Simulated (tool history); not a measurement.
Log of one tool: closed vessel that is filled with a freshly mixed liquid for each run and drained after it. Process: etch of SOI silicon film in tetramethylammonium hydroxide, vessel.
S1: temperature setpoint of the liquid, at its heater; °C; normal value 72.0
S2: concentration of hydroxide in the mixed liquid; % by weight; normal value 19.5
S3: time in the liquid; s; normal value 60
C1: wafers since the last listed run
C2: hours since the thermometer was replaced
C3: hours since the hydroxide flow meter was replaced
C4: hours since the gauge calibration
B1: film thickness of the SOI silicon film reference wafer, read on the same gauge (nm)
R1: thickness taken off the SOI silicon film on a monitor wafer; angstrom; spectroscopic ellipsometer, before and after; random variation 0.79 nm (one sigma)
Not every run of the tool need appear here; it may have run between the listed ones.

run,hour,S1,S2,S3,C1,C2,C3,C4,B1,R1
1,0.0,72.0,19.5,60,0,2388.4,746.9,17.9,150.01,4787.1
2,17.5,72.0,19.5,60,1919,2405.9,764.4,35.4,150.00,4782.8
3,35.4,72.0,19.5,60,1963,2423.8,782.3,53.3,150.00,4804.1
4,51.6,72.0,19.5,60,1776,2440.0,798.5,69.5,150.00,4814.7
5,66.7,72.0,19.5,50,1656,2455.1,813.6,84.6,150.01,4015.6
6,79.7,72.0,19.5,35,1425,2468.1,826.6,97.6,150.00,2812.0
# hour 81.1: hydroxide flow meter replaced
# hour 86.9: thermometer replaced
7,95.4,72.0,19.5,35,1502,8.5,14.3,113.3,150.00,2318.6
8,104.6,72.0,19.5,60,1009,17.7,23.5,122.5,150.01,3981.7
# hour 110.5: gauge calibrated
9,115.3,72.0,22.5,40,1173,28.4,34.2,4.8,149.98,2466.2
10,130.6,68.0,24.5,30,1678,43.7,49.5,20.1,150.02,1328.1
11,143.3,78.5,16.0,75,1393,56.4,62.2,32.8,150.00,7787.8
12,160.9,72.0,19.5,60,1930,74.0,79.8,50.4,150.01,4000.7
13,173.9,67.5,22.0,50,1425,87.0,92.8,63.4,150.01,2423.7
14,183.6,72.0,19.5,45,1063,96.7,102.5,73.1,149.99,3013.2

5 ways to go on from here, each from the tool as it stands after run 14. What would each give?
A,184.3,72.0,23.5,60,76,97.4,103.2,73.8,?,?
B,184.3,67.5,16.0,35,76,97.4,103.2,73.8,?,?
C,184.3,67.0,14.0,60,76,97.4,103.2,73.8,?,?
D,184.3,66.5,21.5,45,76,97.4,103.2,73.8,?,?
E,184.3,79.0,19.5,60,76,97.4,103.2,73.8,?,?

run,B1,R1
A,150.03,3564.1
B,150.03,1934.5
C,150.03,3425.6
D,150.03,2074.9
E,150.03,5958.9
Without the tool's unlogged condition, the same runs would have read:
run,R1
A,3410.0
B,1889.0
C,3331.6
D,2017.1
E,5809.0

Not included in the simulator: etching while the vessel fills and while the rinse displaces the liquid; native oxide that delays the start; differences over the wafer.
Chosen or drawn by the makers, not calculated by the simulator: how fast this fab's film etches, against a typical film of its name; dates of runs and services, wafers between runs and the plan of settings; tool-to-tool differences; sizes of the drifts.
